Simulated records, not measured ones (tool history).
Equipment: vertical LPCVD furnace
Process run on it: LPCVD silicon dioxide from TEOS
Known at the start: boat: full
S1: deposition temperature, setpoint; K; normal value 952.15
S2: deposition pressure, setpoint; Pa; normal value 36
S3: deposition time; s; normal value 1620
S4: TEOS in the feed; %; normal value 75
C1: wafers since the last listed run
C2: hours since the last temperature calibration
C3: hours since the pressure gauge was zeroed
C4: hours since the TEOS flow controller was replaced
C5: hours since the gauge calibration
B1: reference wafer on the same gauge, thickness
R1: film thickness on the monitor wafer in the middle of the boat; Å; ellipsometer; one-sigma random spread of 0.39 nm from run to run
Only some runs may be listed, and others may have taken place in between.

run 1 hour=0 | S1=944.15 S2=42.7 S3=1620 S4=75 | C1=0 C2=3679.1 C3=2074.6 C4=3268.7 C5=635.3 | B1=136.93 | R1=1184.4
run 2 hour=36.8 | S1=944.15 S2=42.7 S3=1620 S4=75 | C1=373 C2=3715.9 C3=2111.4 C4=3305.5 C5=672.1 | B1=136.93 | R1=1188.2
run 3 hour=92.7 | S1=952.15 S2=36 S3=1620 S4=66 | C1=567 C2=3771.8 C3=2167.3 C4=3361.4 C5=728 | B1=137.04 | R1=1259
run 4 hour=193 | S1=952.15 S2=36 S3=1620 S4=66 | C1=1017 C2=3872.1 C3=2267.6 C4=3461.7 C5=828.3 | B1=137 | R1=1263.6
run 5 hour=234.8 | S1=952.15 S2=36 S3=1620 S4=75 | C1=424 C2=3913.9 C3=2309.4 C4=3503.5 C5=870.1 | B1=136.76 | R1=1336.9
run 6 hour=321 | S1=952.15 S2=36 S3=1620 S4=75 | C1=874 C2=4000.1 C3=2395.6 C4=3589.7 C5=956.3 | B1=137 | R1=1349.7
run 7 hour=404.5 | S1=952.15 S2=36 S3=1620 S4=75 | C1=847 C2=4083.6 C3=2479.1 C4=3673.2 C5=1039.8 | B1=136.99 | R1=1352.2
run 8 hour=485.3 | S1=952.15 S2=36 S3=1620 S4=75 | C1=819 C2=4164.4 C3=2559.9 C4=3754 C5=1120.6 | B1=137.13 | R1=1359.8
run 9 hour=540 | S1=952.15 S2=36 S3=1620 S4=75 | C1=554 C2=4219.1 C3=2614.6 C4=3808.7 C5=1175.3 | B1=136.96 | R1=1354.3
run 10 hour=642.8 | S1=952.15 S2=36 S3=1620 S4=75 | C1=1042 C2=4321.9 C3=2717.4 C4=3911.5 C5=1278.1 | B1=137.04 | R1=1362
run 11 hour=681.7 | S1=952.15 S2=28.7 S3=2280 S4=75 | C1=394 C2=4360.8 C3=2756.3 C4=3950.4 C5=1317 | B1=137.04 | R1=1728.8
-- hour=791 pressure gauge zeroed
run 12 hour=791.5 | S1=940.15 S2=40 S3=2250 S4=66 | C1=870 C2=4470.6 C3=0.5 C4=4060.2 C5=1426.8 | B1=137.12 | R1=1370.6
-- hour=844.5 TEOS flow controller replaced
-- hour=855.1 thermocouples replaced and temperature profile calibrated
run 13 hour=855.6 | S1=952.15 S2=36 S3=1620 S4=75 | C1=299 C2=0.5 C3=64.6 C4=11.1 C5=1490.9 | B1=137.1 | R1=1244.3
run 14 hour=930.9 | S1=960.15 S2=36 S3=1620 S4=82 | C1=763 C2=75.8 C3=139.9 C4=86.4 C5=1566.2 | B1=137.16 | R1=1574.9
run 15 hour=1030.5 | S1=949.15 S2=36 S3=1620 S4=75 | C1=1010 C2=175.4 C3=239.5 C4=186 C5=1665.8 | B1=136.92 | R1=1154.7
run 16 hour=1124 | S1=952.15 S2=29.3 S3=1620 S4=63 | C1=948 C2=268.9 C3=333 C4=279.5 C5=1759.3 | B1=137.05 | R1=1033.6

For run 17, what comes out?
-- hour=1171.9 gauge calibrated
run 17 hour=1208 | S1=961.15 S2=30 S3=1620 S4=75 | C1=852 C2=352.9 C3=417 C4=363.5 C5=36.1 | B1=? | R1=?

B1: 136.9
R1: 1411.9 Å
On a tool with no hidden condition, and with the same random variation, this run would have come out at R1 1399.1 Å.
